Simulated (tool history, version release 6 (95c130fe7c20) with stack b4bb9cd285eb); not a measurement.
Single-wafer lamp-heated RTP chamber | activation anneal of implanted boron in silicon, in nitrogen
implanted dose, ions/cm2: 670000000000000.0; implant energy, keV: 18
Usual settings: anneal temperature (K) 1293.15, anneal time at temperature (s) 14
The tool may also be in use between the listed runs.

run    hour  anneal temperature (K)  anneal time at temperature (s)  wafers since the last listed run  wafers since the last pyrometer calibration  wafers since the reflector plate was cleaned  hours since the gauge calibration  read-back reference wafer on the same gauge, sheet resistance  sheet resistance of the implanted and annealed layer (ohm/square)
  1     0.0                 1311.15                              18                                 0                                         3454                                          5881                              916.8                                                         146.42                                                             164.64
       22.3  -- reflector plate cleaned
  2   191.3                 1311.15                              18                              2270                                         5724                                          2092                             1108.1                                                         146.89                                                             165.65
      252.6  -- pyrometer window cleaned and pyrometer calibrated
  3   288.9                 1311.15                              18                              1109                                          449                                          3202                             1205.7                                                         146.86                                                             165.76
  4   325.5                 1293.15                               8                               453                                          903                                          3655                             1242.3                                                         146.92                                                             167.87
  5   388.0                 1293.15                               8                               774                                         1677                                          4430                             1304.8                                                         146.95                                                             168.83
      488.4  -- reflector plate cleaned
  6   488.9                 1293.15                              14                              1150                                         2828                                             6                             1405.7                                                         146.97                                                             167.47
  7   560.9                 1293.15                              14                               891                                         3719                                           898                             1477.7                                                         147.29                                                             167.92
  8   608.8                 1293.15                              14                               593                                         4313                                          1491                             1525.6                                                         147.07                                                             168.13
  9   655.7                 1293.15                              16                               580                                         4894                                          2072                             1572.5                                                         147.27                                                             167.76
 10   753.2                 1293.15                              14                              1207                                         6101                                          3280                             1670.0                                                         147.32                                                             167.56
      780.7  -- pyrometer window cleaned and pyrometer calibrated
 11   808.9                 1293.15                              14                               590                                          348                                          3870                             1725.7                                                         147.29                                                             168.45
 12   896.4                 1322.15                              20                              1083                                         1432                                          4954                             1813.2                                                         147.17                                                             165.05
      951.3  -- reflector plate cleaned
 13   977.8                 1293.15                              14                               909                                         2341                                           328                             1894.6                                                         147.36                                                             167.76
     1005.1  -- gauge calibrated
 14  1028.8                 1293.15                              14                               631                                         2973                                           960                               23.7                                                         143.06                                                             162.83
 15  1113.5                 1304.15                              20                              1049                                         4022                                          2009                              108.4                                                         143.69                                                             162.94
 16  1196.1                 1293.15                               9                              1023                                         5045                                          3032                              191.0                                                         144.11                                                             164.90
     1317.7  -- pyrometer window cleaned and pyrometer calibrated
     1367.5  -- reflector plate cleaned
 17  1424.0                 1274.15                              17                              2624                                         1218                                           699                              418.9                                                         145.31                                                             168.76

Run 18 comes next. What will it give?
 18  1504.6                 1265.15                               9                               998                                         2216                                          1697                              499.5                                                              ?                                                                  ?

Run 18 gave read-back reference wafer on the same gauge, sheet resistance 145.37, sheet resistance of the implanted and annealed layer (ohm/square) 175.44.
Without the tool's hidden state the same run would have given sheet resistance of the implanted and annealed layer (ohm/square) 172.51.
